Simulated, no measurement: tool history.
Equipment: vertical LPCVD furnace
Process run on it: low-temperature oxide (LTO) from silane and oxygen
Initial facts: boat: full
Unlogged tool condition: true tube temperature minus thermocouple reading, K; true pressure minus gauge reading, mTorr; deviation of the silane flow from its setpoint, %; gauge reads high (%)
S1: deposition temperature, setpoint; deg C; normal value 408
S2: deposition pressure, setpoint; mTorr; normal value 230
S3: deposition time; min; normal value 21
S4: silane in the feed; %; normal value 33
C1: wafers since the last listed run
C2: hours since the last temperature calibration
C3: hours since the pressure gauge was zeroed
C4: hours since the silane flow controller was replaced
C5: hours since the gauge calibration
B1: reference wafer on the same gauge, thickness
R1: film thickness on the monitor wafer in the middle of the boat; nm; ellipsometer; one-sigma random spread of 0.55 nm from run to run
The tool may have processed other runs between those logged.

run,hour,S1,S2,S3,S4,C1,C2,C3,C4,C5,B1,R1
1,0,408,230,27.5,33,0,3936.7,3043.9,3333.1,728.5,153.98,252.25
2,91,408,230,27.5,33,1961,4027.7,3134.9,3424.1,819.5,154.01,251.02
3,156.4,408,230,21,33,1409,4093.1,3200.3,3489.5,884.9,153.96,191.97
4,193.5,408,230,21,33,799,4130.2,3237.4,3526.6,922,153.99,191.8
5,264.3,408,230,21,31,1525,4201,3308.2,3597.4,992.8,154.07,176.52
6,319.6,414,230,21,33,1191,4256.3,3363.5,3652.7,1048.1,153.91,205.59
# hour 394.6: silane flow controller replaced
7,395.1,414,230,21,33,1109,4331.8,3439,0.5,1123.6,154.07,204.09
8,454.2,408,230,21,33,1273,4390.9,3498.1,59.6,1182.7,154.01,192.45
# hour 507.9: thermocouples replaced and temperature profile calibrated
9,508.6,408,230,21,33,655,0.7,3552.5,114,1237.1,153.91,180.51
# hour 536.3: gauge calibrated
10,614.7,408,230,25,39,2286,106.8,3658.6,220.1,78.4,154,266.43
11,689.3,402,230,21,31,1607,181.4,3733.2,294.7,153,153.98,154.23
# hour 724.3: pressure gauge zeroed
12,746,415,285,14.5,31,704,238.1,21.7,351.4,209.7,153.92,161.47
13,790.9,408,190,28.5,33,967,283,66.6,396.3,254.6,153.94,212.12
14,847.2,408,230,21,33,1213,339.3,122.9,452.6,310.9,154,188.88
15,952.9,401,230,21,30,2278,445,228.6,558.3,416.6,153.97,153.23
16,1043,408,230,21,33,1941,535.1,318.7,648.4,506.7,154,188.83
17,1089.8,408,230,23.5,33,1008,581.9,365.5,695.2,553.5,153.95,211.44

Run 18 is up next; what results do you expect?
18,1137.9,401,280,17,39,1036,630,413.6,743.3,601.6,?,?

Run 18 came out at B1 153.98, R1 215.3 nm.
Had the tool carried no hidden state, the very same run would have given R1 215.64 nm.

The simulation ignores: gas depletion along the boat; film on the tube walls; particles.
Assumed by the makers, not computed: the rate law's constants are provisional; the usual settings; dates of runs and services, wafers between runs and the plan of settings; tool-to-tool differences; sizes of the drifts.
